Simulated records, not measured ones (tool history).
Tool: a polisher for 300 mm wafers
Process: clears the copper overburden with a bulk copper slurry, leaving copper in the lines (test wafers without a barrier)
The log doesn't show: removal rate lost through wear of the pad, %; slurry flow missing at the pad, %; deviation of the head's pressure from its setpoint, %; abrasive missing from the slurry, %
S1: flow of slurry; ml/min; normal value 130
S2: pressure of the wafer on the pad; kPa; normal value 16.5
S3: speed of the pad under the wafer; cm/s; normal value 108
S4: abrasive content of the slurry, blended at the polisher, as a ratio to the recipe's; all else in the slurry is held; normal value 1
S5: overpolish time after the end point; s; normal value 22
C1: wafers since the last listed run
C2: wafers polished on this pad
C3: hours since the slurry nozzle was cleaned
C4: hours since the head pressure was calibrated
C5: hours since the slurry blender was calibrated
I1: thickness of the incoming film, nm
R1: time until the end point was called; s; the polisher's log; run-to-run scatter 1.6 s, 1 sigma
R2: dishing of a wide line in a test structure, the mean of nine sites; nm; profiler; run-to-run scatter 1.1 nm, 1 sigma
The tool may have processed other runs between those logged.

Run 1, hour 0: usual settings but S4 0.9; C1 0; C2 129; C3 528.6; C4 663.9; C5 568.8; I1 829. Result: R1 129.9 s, R2 72.1 nm.
Run 2, hour 78.4: usual settings but S3 138 cm/s; C1 402; C2 532; C3 607; C4 742.3; C5 647.2; I1 824.3. Result: R1 114.8 s, R2 78.9 nm.
Run 3, hour 159.7: usual settings but S3 138 cm/s; C1 416; C2 948; C3 688.3; C4 823.6; C5 728.5; I1 838.7. Result: R1 121.3 s, R2 76.8 nm.
At hour 185.5: head pressure recalibrated.
At hour 225.2: slurry blender recalibrated.
Run 4, hour 251.3: usual settings but S2 18.6 kPa; C1 449; C2 1398; C3 779.9; C4 65.8; C5 26.1; I1 825.7. Result: R1 127.7 s, R2 75.5 nm.
At hour 286.2: slurry nozzle cleaned.
Run 5, hour 330.1: usual settings but S2 18.6 kPa; C1 398; C2 1797; C3 43.9; C4 144.6; C5 104.9; I1 825.9. Result: R1 122.2 s, R2 79.5 nm.
Run 6, hour 422.4: usual settings; C1 473; C2 2270; C3 136.2; C4 236.9; C5 197.2; I1 829.2. Result: R1 135.4 s, R2 71.5 nm.
Run 7, hour 472.3: usual settings; C1 255; C2 2526; C3 186.1; C4 286.8; C5 247.1; I1 832.1. Result: R1 138.3 s, R2 74.2 nm.
Run 8, hour 575.9: usual settings but S3 142 cm/s; C1 531; C2 3057; C3 289.7; C4 390.4; C5 350.7; I1 819.6. Result: R1 114.6 s, R2 77.5 nm.
Run 9, hour 619.1: usual settings but S1 165 ml/min, S2 14.5 kPa, S5 29 s; C1 221; C2 3279; C3 332.9; C4 433.6; C5 393.9; I1 820.1. Result: R1 152.5 s, R2 74.9 nm.
Run 10, hour 655.3: usual settings but S2 14.5 kPa, S5 13 s; C1 185; C2 3464; C3 369.1; C4 469.8; C5 430.1; I1 814.1. Result: R1 160.5 s, R2 47.9 nm.
At hour 689.1: worn pad replaced by a new one.
Run 11, hour 761.2: usual settings but S2 20.7 kPa, S5 29 s; C1 522; C2 369; C3 475; C4 575.7; C5 536; I1 822.9. Result: R1 105.3 s, R2 91.8 nm.
Run 12, hour 854.5: usual settings; C1 478; C2 848; C3 568.3; C4 669; C5 629.3; I1 839.3. Result: R1 141.3 s, R2 72.9 nm.
Run 13, hour 933.3: usual settings but S2 13.8 kPa, S3 78 cm/s, S4 0.85; C1 404; C2 1252; C3 647.1; C4 747.8; C5 708.1; I1 819.7. Result: R1 216.6 s, R2 53.2 nm.
At hour 950.5: head pressure recalibrated.
At hour 994.4: slurry blender recalibrated.
Run 14, hour 1027.4: usual settings but S1 105 ml/min, S2 13.1 kPa; C1 462; C2 1714; C3 741.2; C4 76.9; C5 33; I1 819.7. Result: R1 194.8 s, R2 58.4 nm.
Run 15, hour 1081.5: usual settings but S5 10 s; C1 277; C2 1991; C3 795.3; C4 131; C5 87.1; I1 837.8. Result: R1 153.9 s, R2 41.7 nm.
At hour 1114: slurry nozzle cleaned.
Run 16, hour 1152.7: usual settings; C1 359; C2 2351; C3 38.7; C4 202.2; C5 158.3; I1 824. Result: R1 142.2 s, R2 72.2 nm.
Run 17, hour 1242.2: usual settings but S2 12.4 kPa, S3 132 cm/s, S4 1.2; C1 458; C2 2810; C3 128.2; C4 291.7; C5 247.8; I1 832.4. Result: R1 153.6 s, R2 65.3 nm.
Run 18, hour 1343.8: usual settings but S1 90 ml/min, S2 15.2 kPa; C1 521; C2 3331; C3 229.8; C4 393.3; C5 349.4; I1 829.2. Result: R1 165.1 s, R2 65.5 nm.
Run 19, hour 1441.4: usual settings but S3 132 cm/s; C1 500; C2 3832; C3 327.4; C4 490.9; C5 447; I1 822.5. Result: R1 127.1 s, R2 75.7 nm.
At hour 1446.8: worn pad replaced by a new one.
Run 20, hour 1496.2: usual settings but S2 14.5 kPa, S3 130 cm/s, S4 0.85, S5 11 s; C1 260; C2 253; C3 382.2; C4 545.7; C5 501.8; I1 834. Result: R1 138.2 s, R2 47.6 nm.
Run 21, hour 1545.6: usual settings but S1 150 ml/min; C1 253; C2 506; C3 431.6; C4 595.1; C5 551.2; I1 838.9. Result: R1 126.1 s, R2 76.1 nm.
Run 22, hour 1689.8: usual settings but S3 96 cm/s, S4 0.9, S5 32 s; C1 739; C2 1246; C3 575.8; C4 739.3; C5 695.4; I1 842.3. Result: R1 153.8 s, R2 80.4 nm.
At hour 1721.8: slurry blender recalibrated.
Run 23, hour 1757: usual settings; C1 334; C2 1580; C3 643; C4 806.5; C5 35.2; I1 818.2. Result: R1 140.5 s, R2 73.4 nm.
At hour 1789: head pressure recalibrated.
Run 24, hour 1796.2: usual settings but S2 20.7 kPa, S3 122 cm/s, S4 1.25, S5 16 s; C1 190; C2 1771; C3 682.2; C4 7.2; C5 74.4; I1 847.4. Result: R1 100.2 s, R2 75 nm.

Predict the results of run 25:
At hour 1820.8: slurry nozzle cleaned.
Run 25, hour 1974.8: usual settings but S1 105 ml/min, S2 13.8 kPa, S5 18 s; C1 910; C2 2682; C3 154; C4 185.8; C5 253; I1 823.3. Result: R1 ?, R2 ?.

{"run 25": {"R1": 167.4, "R2": 55.3}}
With no hidden state in the tool, this same run would have given R1 145.8 s, R2 60 nm.

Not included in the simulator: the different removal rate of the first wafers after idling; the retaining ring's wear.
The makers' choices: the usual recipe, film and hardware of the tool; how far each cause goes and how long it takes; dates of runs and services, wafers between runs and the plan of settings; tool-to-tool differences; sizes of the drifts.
